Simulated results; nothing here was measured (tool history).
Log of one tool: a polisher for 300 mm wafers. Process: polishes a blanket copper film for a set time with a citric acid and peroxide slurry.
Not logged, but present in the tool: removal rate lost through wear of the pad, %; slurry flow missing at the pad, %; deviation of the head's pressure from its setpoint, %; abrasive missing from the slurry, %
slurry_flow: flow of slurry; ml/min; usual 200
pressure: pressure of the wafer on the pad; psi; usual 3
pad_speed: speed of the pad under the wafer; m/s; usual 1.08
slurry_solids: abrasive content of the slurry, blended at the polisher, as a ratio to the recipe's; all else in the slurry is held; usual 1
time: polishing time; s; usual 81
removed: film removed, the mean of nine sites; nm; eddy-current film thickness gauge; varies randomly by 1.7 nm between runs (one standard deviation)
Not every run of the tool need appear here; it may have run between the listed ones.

run	hour	slurry_flow	pressure	pad_speed	slurry_solids	time	wafers since the last listed run	wafers polished on this pad	hours since the slurry nozzle was cleaned	hours since the head pressure was calibrated	hours since the slurry blender was calibrated	incoming thickness of the incoming film, nm	removed
1	0	200	3	1.08	1	75	0	6463	723.9	599.3	241.9	924.2	137
2	52.3	200	3	1.08	1	81	609	7073	776.2	651.6	294.2	911.9	148.1
# hour 75.1: worn pad replaced by a new one
3	120.6	200	3	1.08	1	59	749	530	844.5	719.9	362.5	931	117
4	188	200	3	1.08	1	59	785	1316	911.9	787.3	429.9	931.3	116.7
# hour 196.9: slurry nozzle cleaned
# hour 407.5: slurry blender recalibrated
5	500.5	200	3	1.08	1	59	3608	4924	303.6	1099.8	93	929.4	106.5
# hour 517.5: head pressure recalibrated
6	606.3	200	3	1.08	1	73	1210	6135	409.4	88.8	198.8	922.9	135
7	681.9	200	3	1.08	1	81	881	7016	485	164.4	274.4	943.6	151.6
8	776.6	200	3	0.7	1.2	81	1104	8120	579.7	259.1	369.1	919.5	123.9
9	824.5	200	3	1.08	1	81	558	8679	627.6	307	417	932.8	149
# hour 855.4: worn pad replaced by a new one
10	899.7	200	3	1.08	1	106	830	516	702.8	382.2	492.2	937.9	218.2
11	944.8	200	3	1.08	0.8	88	525	1041	747.9	427.3	537.3	911	162.5
# hour 979.8: slurry nozzle cleaned
# hour 1039.6: slurry blender recalibrated
12	1041	200	3	1.08	1	75	1086	2128	61.2	523.5	1.4	934.7	147.7
13	1128	235	3	1.08	0.85	81	1014	3142	148.2	610.5	88.4	946.7	149.3
14	1203.3	270	3	1.42	1	68	877	4020	223.5	685.8	163.7	923.3	159.4
15	1271.3	160	3	1.08	0.7	81	792	4813	291.5	753.8	231.7	932	126.4
16	1321.3	200	3	1.08	1	81	582	5396	341.5	803.8	281.7	927.2	148.6
17	1403.9	135	2.3	1.08	0.9	81	963	6359	424.1	886.4	364.3	937.9	104
18	1551.3	220	3.9	1.08	1.25	67	1718	8078	571.5	1033.8	511.7	929	164.5
# hour 1577.1: worn pad replaced by a new one
19	1678.3	200	3	1.08	1	81	1434	1179	698.5	1160.8	638.7	948.4	152
# hour 1693.3: slurry blender recalibrated
# hour 1723.5: head pressure recalibrated
20	1755.4	200	2.1	1.08	1	103	852	2032	775.6	31.9	62.1	918.7	144.2
# hour 1776.2: slurry nozzle cleaned
21	1811.5	200	3	1.08	1	81	642	2674	35.3	88	118.2	925.3	160.1
22	1913.7	130	3.5	1.08	0.85	104	1191	3865	137.5	190.2	220.4	929.9	203.6
23	2121.9	200	2.7	1.08	1	65	2427	6293	345.7	398.4	428.6	927.8	109
24	2202.4	200	3	1.08	1	81	938	7231	426.2	478.9	509.1	918.1	151.7
25	2252.3	200	3	1.08	1.2	81	581	7813	476.1	528.8	559	919.5	159.4
# hour 2306.5: worn pad replaced by a new one
26	2340.7	240	3	1.08	0.8	81	984	398	564.5	617.2	647.4	925.7	153.7
27	2378.9	200	3	1.4	1	81	445	843	602.7	655.4	685.6	945.1	189.5
# hour 2392.5: slurry blender recalibrated
28	2438.8	200	3	1.08	1	81	675	1519	662.6	715.3	46.3	923.8	156.9
29	2536.5	130	3.5	1.08	0.85	104	1139	2658	760.3	813	144	921.8	200.6
30	2584.4	200	3	1.08	1	81	558	3216	808.2	860.9	191.9	938.3	151.5

4 ways to go on from here, each from the tool as it stands after run 30. What would each give?
A	2584.8	200	3	1.08	0.75	81	4	3221	808.6	861.3	192.3	910.1	?
B	2584.8	200	3.6	1.08	1.2	81	4	3221	808.6	861.3	192.3	910.1	?
C	2584.8	200	3	1.08	0.75	54	4	3221	808.6	861.3	192.3	910.1	?
D	2584.8	200	3	1.08	1	55	4	3221	808.6	861.3	192.3	910.1	?

run	removed
A	139.7
B	194
C	93.1
D	104.2
Take away the tool's hidden state, keep each run's random variation, and the runs would have read:
run	removed
A	157.4
B	218.6
C	104.9
D	117.4
